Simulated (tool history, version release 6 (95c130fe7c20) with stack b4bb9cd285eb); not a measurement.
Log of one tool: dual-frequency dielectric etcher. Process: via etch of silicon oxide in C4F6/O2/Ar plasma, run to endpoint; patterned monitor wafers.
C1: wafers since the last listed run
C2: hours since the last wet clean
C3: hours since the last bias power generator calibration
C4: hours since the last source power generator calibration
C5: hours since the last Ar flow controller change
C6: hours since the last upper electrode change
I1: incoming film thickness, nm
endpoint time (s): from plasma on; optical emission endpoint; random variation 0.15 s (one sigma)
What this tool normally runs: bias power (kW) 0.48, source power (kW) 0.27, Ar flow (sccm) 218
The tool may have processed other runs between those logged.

Run 1, hour 0: usual settings; C1 0; C2 376.7; C3 2325.6; C4 1553; C5 4072.4; C6 1842.3; I1 195.3. Result: endpoint time (s) 49.5.
Run 2, hour 9.4: usual settings; C1 132; C2 386.1; C3 2335; C4 1562.4; C5 4081.8; C6 1851.7; I1 195.6. Result: endpoint time (s) 49.3.
Run 3, hour 22.1: usual settings; C1 179; C2 398.8; C3 2347.7; C4 1575.1; C5 4094.5; C6 1864.4; I1 195.2. Result: endpoint time (s) 49.4.
Run 4, hour 29.1: usual settings; C1 98; C2 405.8; C3 2354.7; C4 1582.1; C5 4101.5; C6 1871.4; I1 195.5. Result: endpoint time (s) 49.7.
Run 5, hour 37.4: usual settings; C1 117; C2 414.1; C3 2363; C4 1590.4; C5 4109.8; C6 1879.7; I1 195.4. Result: endpoint time (s) 49.7.
Run 6, hour 44.4: usual settings; C1 98; C2 421.1; C3 2370; C4 1597.4; C5 4116.8; C6 1886.7; I1 194.8. Result: endpoint time (s) 49.5.
Run 7, hour 51.9: usual settings; C1 105; C2 428.6; C3 2377.5; C4 1604.9; C5 4124.3; C6 1894.2; I1 194.7. Result: endpoint time (s) 49.4.
Run 8, hour 63.3: usual settings but Ar flow (sccm) 259; C1 160; C2 440; C3 2388.9; C4 1616.3; C5 4135.7; C6 1905.6; I1 195.3. Result: endpoint time (s) 50.5.
Run 9, hour 77.6: usual settings but Ar flow (sccm) 254; C1 201; C2 454.3; C3 2403.2; C4 1630.6; C5 4150; C6 1919.9; I1 194.8. Result: endpoint time (s) 50.5.
Run 10, hour 84.2: usual settings; C1 93; C2 460.9; C3 2409.8; C4 1637.2; C5 4156.6; C6 1926.5; I1 195.8. Result: endpoint time (s) 50.1.
Run 11, hour 106.7: usual settings; C1 317; C2 483.4; C3 2432.3; C4 1659.7; C5 4179.1; C6 1949; I1 195.6. Result: endpoint time (s) 49.7.
Run 12, hour 116.3: usual settings; C1 135; C2 493; C3 2441.9; C4 1669.3; C5 4188.7; C6 1958.6; I1 194.5. Result: endpoint time (s) 49.7.
Run 13, hour 124: usual settings; C1 108; C2 500.7; C3 2449.6; C4 1677; C5 4196.4; C6 1966.3; I1 196.2. Result: endpoint time (s) 49.9.
Run 14, hour 135: usual settings; C1 155; C2 511.7; C3 2460.6; C4 1688; C5 4207.4; C6 1977.3; I1 194.2. Result: endpoint time (s) 49.6.
At hour 165.4: bias power generator calibrated.
At hour 168.2: upper electrode replaced.
Run 15, hour 168.7: usual settings but bias power (kW) 0.553, source power (kW) 0.3; C1 378; C2 545.4; C3 3.3; C4 1721.7; C5 4241.1; C6 0.5; I1 194.2. Result: endpoint time (s) 44.7.
Run 16, hour 169.1: usual settings but Ar flow (sccm) 259; C1 5; C2 545.8; C3 3.7; C4 1722.1; C5 4241.5; C6 0.9; I1 193.6. Result: endpoint time (s) 50.6.
Run 17, hour 183: usual settings; C1 196; C2 559.7; C3 17.6; C4 1736; C5 4255.4; C6 14.8; I1 196. Result: endpoint time (s) 50.
At hour 211.2: Ar flow controller replaced.
At hour 212.4: wet clean of the chamber.
Run 18, hour 212.9: usual settings but bias power (kW) 0.413, source power (kW) 0.25, Ar flow (sccm) 198; C1 320; C2 0.5; C3 47.5; C4 1765.9; C5 1.7; C6 44.7; I1 195.4. Result: endpoint time (s) 52.9.
Run 19, hour 213.3: usual settings but bias power (kW) 0.531, source power (kW) 0.33, Ar flow (sccm) 233; C1 5; C2 0.9; C3 47.9; C4 1766.3; C5 2.1; C6 45.1; I1 193.6. Result: endpoint time (s) 42.6.
Run 20, hour 220.7: usual settings; C1 104; C2 8.3; C3 55.3; C4 1773.7; C5 9.5; C6 52.5; I1 194.9. Result: endpoint time (s) 48.9.
Run 21, hour 231.1: usual settings but source power (kW) 0.31, Ar flow (sccm) 185; C1 146; C2 18.7; C3 65.7; C4 1784.1; C5 19.9; C6 62.9; I1 195.8. Result: endpoint time (s) 44.9.
Run 22, hour 241: usual settings but Ar flow (sccm) 197; C1 139; C2 28.6; C3 75.6; C4 1794; C5 29.8; C6 72.8; I1 193.2. Result: endpoint time (s) 47.3.
At hour 249.9: source power generator calibrated.
Run 23, hour 250.4: usual settings; C1 76; C2 38; C3 85; C4 0.5; C5 39.2; C6 82.2; I1 193.7. Result: endpoint time (s) 48.4.
Run 24, hour 262.6: usual settings but source power (kW) 0.22; C1 172; C2 50.2; C3 97.2; C4 12.7; C5 51.4; C6 94.4; I1 195.8. Result: endpoint time (s) 53.9.
Run 25, hour 280.6: usual settings but bias power (kW) 0.519; C1 253; C2 68.2; C3 115.2; C4 30.7; C5 69.4; C6 112.4; I1 195.2. Result: endpoint time (s) 47.4.
Run 26, hour 295.9: usual settings but bias power (kW) 0.408, source power (kW) 0.25, Ar flow (sccm) 194; C1 215; C2 83.5; C3 130.5; C4 46; C5 84.7; C6 127.7; I1 194.7. Result: endpoint time (s) 53.
Run 27, hour 307.1: usual settings but bias power (kW) 0.439, Ar flow (sccm) 195; C1 157; C2 94.7; C3 141.7; C4 57.2; C5 95.9; C6 138.9; I1 194.9. Result: endpoint time (s) 49.9.
Run 28, hour 313.6: usual settings but Ar flow (sccm) 258; C1 91; C2 101.2; C3 148.2; C4 63.7; C5 102.4; C6 145.4; I1 195.9. Result: endpoint time (s) 50.2.

Alternative continuations, all from the tool just after run 28; predict every row:
Run A, hour 314: usual settings; C1 5; C2 101.6; C3 148.6; C4 64.1; C5 102.8; C6 145.8; I1 195.1. Result: endpoint time (s) ?.
Run B, hour 314: usual settings but bias power (kW) 0.442, source power (kW) 0.22; C1 5; C2 101.6; C3 148.6; C4 64.1; C5 102.8; C6 145.8; I1 195.1. Result: endpoint time (s) ?.
Run C, hour 314: usual settings but bias power (kW) 0.44, source power (kW) 0.2, Ar flow (sccm) 164; C1 5; C2 101.6; C3 148.6; C4 64.1; C5 102.8; C6 145.8; I1 195.1. Result: endpoint time (s) ?.
Run D, hour 314: usual settings but bias power (kW) 0.568, source power (kW) 0.3, Ar flow (sccm) 269; C1 5; C2 101.6; C3 148.6; C4 64.1; C5 102.8; C6 145.8; I1 195.1. Result: endpoint time (s) ?.
Run E, hour 314: usual settings but bias power (kW) 0.594; C1 5; C2 101.6; C3 148.6; C4 64.1; C5 102.8; C6 145.8; I1 195.1. Result: endpoint time (s) ?.

run  endpoint time (s)
  A               49.1
  B                 56
  C               56.9
  D                 45
  E               45.3
Without the tool's unlogged condition, the same runs would have read:
run  endpoint time (s)
  A                 49
  B               55.8
  C               56.7
  D               44.8
  E               45.1
